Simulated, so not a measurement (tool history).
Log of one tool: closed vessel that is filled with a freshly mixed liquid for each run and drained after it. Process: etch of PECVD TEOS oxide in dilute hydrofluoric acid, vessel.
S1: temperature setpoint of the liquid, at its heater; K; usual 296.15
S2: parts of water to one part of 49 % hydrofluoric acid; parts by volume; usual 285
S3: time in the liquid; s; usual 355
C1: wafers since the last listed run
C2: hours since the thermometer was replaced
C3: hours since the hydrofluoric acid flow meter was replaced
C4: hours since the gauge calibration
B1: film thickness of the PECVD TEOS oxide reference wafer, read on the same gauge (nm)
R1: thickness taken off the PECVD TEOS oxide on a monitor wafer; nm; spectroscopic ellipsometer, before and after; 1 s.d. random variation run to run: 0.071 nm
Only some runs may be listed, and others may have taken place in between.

run	day	S1	S2	S3	C1	C2	C3	C4	B1	R1
1	0	298.15	180	355	0	1632.2	551	815.3	69.97	31.99
2	2.162	296.15	285	355	5738	1684.1	602.9	867.2	70.01	16.86
3	5.483	296.15	285	355	8812	1763.8	682.6	946.9	70.02	16.73
# day 9.304: hydrofluoric acid flow meter replaced
4	9.842	296.15	285	355	11455	1868.4	12.9	1051.5	69.99	17.32
5	12.438	296.15	285	355	6888	1930.7	75.2	1113.8	70.03	17.19
# day 20.496: thermometer replaced
# day 23.658: gauge calibrated
6	25.596	295.15	285	355	34807	122.4	391	46.5	69.97	17.01
7	27.717	296.15	285	355	5628	173.3	441.9	97.4	69.99	17.58
8	29.246	296.15	285	355	4057	210	478.6	134.1	70.04	17.39
9	32.588	299.65	360	355	8867	290.2	558.8	214.3	70.03	14.31
10	34.967	296.15	285	300	6313	347.3	615.9	271.4	69.98	14.6
11	37.154	293.15	285	445	5804	399.8	668.4	323.9	69.97	19.47
12	39.946	297.65	385	355	7408	466.8	735.4	390.9	70.02	12.08
13	42.654	296.15	285	300	7187	531.8	800.4	455.9	70.02	14.38
# day 44.433: hydrofluoric acid flow meter replaced
14	44.579	293.65	245	165	4997	578	3.5	502.1	69.94	9.13
15	47.408	294.15	400	355	7507	645.9	71.4	570	70	10.64
16	51.117	300.65	285	355	9840	734.9	160.4	659	70.05	20.58
17	54.958	296.15	285	355	10194	827.1	252.6	751.2	70.01	17.44
18	57.583	296.15	285	355	6965	890.1	315.6	814.2	70	17.38
19	59.762	293.65	365	355	5782	942.4	367.9	866.5	69.99	11.5

Here are 5 independent what-if runs from the current tool condition. What would each one return?
A	59.792	296.15	285	355	77	943.1	368.6	867.2	?	?
B	59.792	296.15	355	355	77	943.1	368.6	867.2	?	?
C	59.792	298.65	145	355	77	943.1	368.6	867.2	?	?
D	59.792	296.15	370	160	77	943.1	368.6	867.2	?	?
E	59.792	296.15	165	355	77	943.1	368.6	867.2	?	?

run	B1	R1
A	70	17.22
B	70	12.95
C	70	43.06
D	70	5.52
E	70	33.62
Take away the tool's hidden state, keep each run's random variation, and the runs would have read:
run	R1
A	18.22
B	13.7
C	45.56
D	5.84
E	35.59
